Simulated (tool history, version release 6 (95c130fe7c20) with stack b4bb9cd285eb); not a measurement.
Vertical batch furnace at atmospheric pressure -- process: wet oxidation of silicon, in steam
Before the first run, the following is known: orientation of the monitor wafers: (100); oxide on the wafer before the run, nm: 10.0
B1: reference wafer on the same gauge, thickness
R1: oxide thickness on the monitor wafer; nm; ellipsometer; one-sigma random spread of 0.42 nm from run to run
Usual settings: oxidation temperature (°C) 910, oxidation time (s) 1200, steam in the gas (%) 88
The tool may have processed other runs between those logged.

run 1 hour=0 | oxidation_temperature_(°C)=910 oxidation_time_(s)=1200 steam_in_the_gas_(%)=83 | B1=58.34 | R1=65.13
run 2 hour=69.8 | oxidation_temperature_(°C)=910 oxidation_time_(s)=1200 steam_in_the_gas_(%)=84 | B1=58.35 | R1=66.01
run 3 hour=304.1 | oxidation_temperature_(°C)=910 oxidation_time_(s)=1200 steam_in_the_gas_(%)=84 | B1=58.34 | R1=65.41
run 4 hour=411.3 | oxidation_temperature_(°C)=910 oxidation_time_(s)=1410 steam_in_the_gas_(%)=88 | B1=58.45 | R1=77.41
run 5 hour=510.4 | oxidation_temperature_(°C)=910 oxidation_time_(s)=1200 steam_in_the_gas_(%)=82 | B1=58.42 | R1=64.37
run 6 hour=580.3 | oxidation_temperature_(°C)=910 oxidation_time_(s)=1200 steam_in_the_gas_(%)=88 | B1=58.41 | R1=68.23
run 7 hour=626.1 | oxidation_temperature_(°C)=910 oxidation_time_(s)=1200 steam_in_the_gas_(%)=88 | B1=58.41 | R1=68.22
run 8 hour=698.5 | oxidation_temperature_(°C)=910 oxidation_time_(s)=1200 steam_in_the_gas_(%)=88 | B1=58.52 | R1=68.01
run 9 hour=784.9 | oxidation_temperature_(°C)=910 oxidation_time_(s)=1200 steam_in_the_gas_(%)=88 | B1=58.41 | R1=67.82
run 10 hour=833.7 | oxidation_temperature_(°C)=894 oxidation_time_(s)=1560 steam_in_the_gas_(%)=88 | B1=58.3 | R1=68.83
run 11 hour=927.9 | oxidation_temperature_(°C)=894 oxidation_time_(s)=1560 steam_in_the_gas_(%)=88 | B1=58.43 | R1=67.69
-- hour=971.1 thermocouples replaced and temperature profile calibrated
run 12 hour=996.4 | oxidation_temperature_(°C)=901 oxidation_time_(s)=1560 steam_in_the_gas_(%)=88 | B1=58.4 | R1=74.51
run 13 hour=1138.9 | oxidation_temperature_(°C)=901 oxidation_time_(s)=1560 steam_in_the_gas_(%)=88 | B1=58.39 | R1=74.77
run 14 hour=1199.2 | oxidation_temperature_(°C)=923 oxidation_time_(s)=1050 steam_in_the_gas_(%)=88 | B1=58.46 | R1=70.11
run 15 hour=1282 | oxidation_temperature_(°C)=901 oxidation_time_(s)=1740 steam_in_the_gas_(%)=83 | B1=58.43 | R1=76.99
-- hour=1316.1 gauge calibrated
run 16 hour=1380.3 | oxidation_temperature_(°C)=925 oxidation_time_(s)=1200 steam_in_the_gas_(%)=97 | B1=58.4 | R1=86.38
run 17 hour=1464.6 | oxidation_temperature_(°C)=922 oxidation_time_(s)=1200 steam_in_the_gas_(%)=97 | B1=58.54 | R1=83.53
run 18 hour=1515.6 | oxidation_temperature_(°C)=934 oxidation_time_(s)=900 steam_in_the_gas_(%)=88 | B1=58.41 | R1=69.87
run 19 hour=1558.3 | oxidation_temperature_(°C)=910 oxidation_time_(s)=1200 steam_in_the_gas_(%)=88 | B1=58.51 | R1=67.46
run 20 hour=1613.6 | oxidation_temperature_(°C)=898 oxidation_time_(s)=1590 steam_in_the_gas_(%)=81 | B1=58.4 | R1=67.83
-- hour=1736.6 steam generator serviced
run 21 hour=1737.1 | oxidation_temperature_(°C)=910 oxidation_time_(s)=1200 steam_in_the_gas_(%)=88 | B1=58.38 | R1=71.53
run 22 hour=1804.2 | oxidation_temperature_(°C)=910 oxidation_time_(s)=1200 steam_in_the_gas_(%)=88 | B1=58.45 | R1=71.04
run 23 hour=1843.4 | oxidation_temperature_(°C)=910 oxidation_time_(s)=1200 steam_in_the_gas_(%)=88 | B1=58.34 | R1=71.06
run 24 hour=1892.2 | oxidation_temperature_(°C)=910 oxidation_time_(s)=1200 steam_in_the_gas_(%)=97 | B1=58.36 | R1=76.98
run 25 hour=1951.7 | oxidation_temperature_(°C)=924 oxidation_time_(s)=1200 steam_in_the_gas_(%)=88 | B1=58.47 | R1=82.75
run 26 hour=2048.7 | oxidation_temperature_(°C)=910 oxidation_time_(s)=840 steam_in_the_gas_(%)=91 | B1=58.36 | R1=53.99
run 27 hour=2126.4 | oxidation_temperature_(°C)=894 oxidation_time_(s)=690 steam_in_the_gas_(%)=82 | B1=58.24 | R1=36.04
run 28 hour=2178 | oxidation_temperature_(°C)=910 oxidation_time_(s)=1200 steam_in_the_gas_(%)=88 | B1=58.4 | R1=70.94
run 29 hour=2223.3 | oxidation_temperature_(°C)=910 oxidation_time_(s)=1350 steam_in_the_gas_(%)=95 | B1=58.4 | R1=83.82
run 30 hour=2268.4 | oxidation_temperature_(°C)=893 oxidation_time_(s)=1680 steam_in_the_gas_(%)=88 | B1=58.39 | R1=74.27
run 31 hour=2332.8 | oxidation_temperature_(°C)=910 oxidation_time_(s)=1200 steam_in_the_gas_(%)=88 | B1=58.32 | R1=69.97
run 32 hour=2377.9 | oxidation_temperature_(°C)=901 oxidation_time_(s)=870 steam_in_the_gas_(%)=97 | B1=58.47 | R1=53.11
run 33 hour=2426.7 | oxidation_temperature_(°C)=910 oxidation_time_(s)=1200 steam_in_the_gas_(%)=88 | B1=58.43 | R1=70.4
run 34 hour=2523.7 | oxidation_temperature_(°C)=910 oxidation_time_(s)=1200 steam_in_the_gas_(%)=97 | B1=58.43 | R1=76.54
run 35 hour=2627.8 | oxidation_temperature_(°C)=892 oxidation_time_(s)=1680 steam_in_the_gas_(%)=88 | B1=58.4 | R1=72.42
run 36 hour=2683.8 | oxidation_temperature_(°C)=920 oxidation_time_(s)=1710 steam_in_the_gas_(%)=80 | B1=58.44 | R1=97.71
run 37 hour=2722.2 | oxidation_temperature_(°C)=890 oxidation_time_(s)=870 steam_in_the_gas_(%)=88 | B1=58.42 | R1=42.34

What would each run have given without the hidden state, its run-to-run variation left as it was?
What the log doesn't record here: true tube temperature minus thermocouple reading, K; steam share off its setpoint, % of the setpoint; gauge reads high (%).
run=1 R1=67.47
run=2 R1=68.46
run=3 R1=68.09
run=4 R1=80.78
run=5 R1=67.22
run=6 R1=71.36
run=7 R1=71.4
run=8 R1=71.27
run=9 R1=71.16
run=10 R1=72.3
run=11 R1=71.22
run=12 R1=78.52
run=13 R1=78.98
run=14 R1=74.06
run=15 R1=81.53
run=16 R1=91.6
run=17 R1=88.71
run=18 R1=74.17
run=19 R1=71.69
run=20 R1=72.17
run=21 R1=71.66
run=22 R1=71.24
run=23 R1=71.3
run=24 R1=77.3
run=25 R1=83.18
run=26 R1=54.33
run=27 R1=36.28
run=28 R1=71.55
run=29 R1=84.62
run=30 R1=75.03
run=31 R1=70.74
run=32 R1=53.71
run=33 R1=71.29
run=34 R1=77.62
run=35 R1=73.57
run=36 R1=99.36
run=37 R1=43
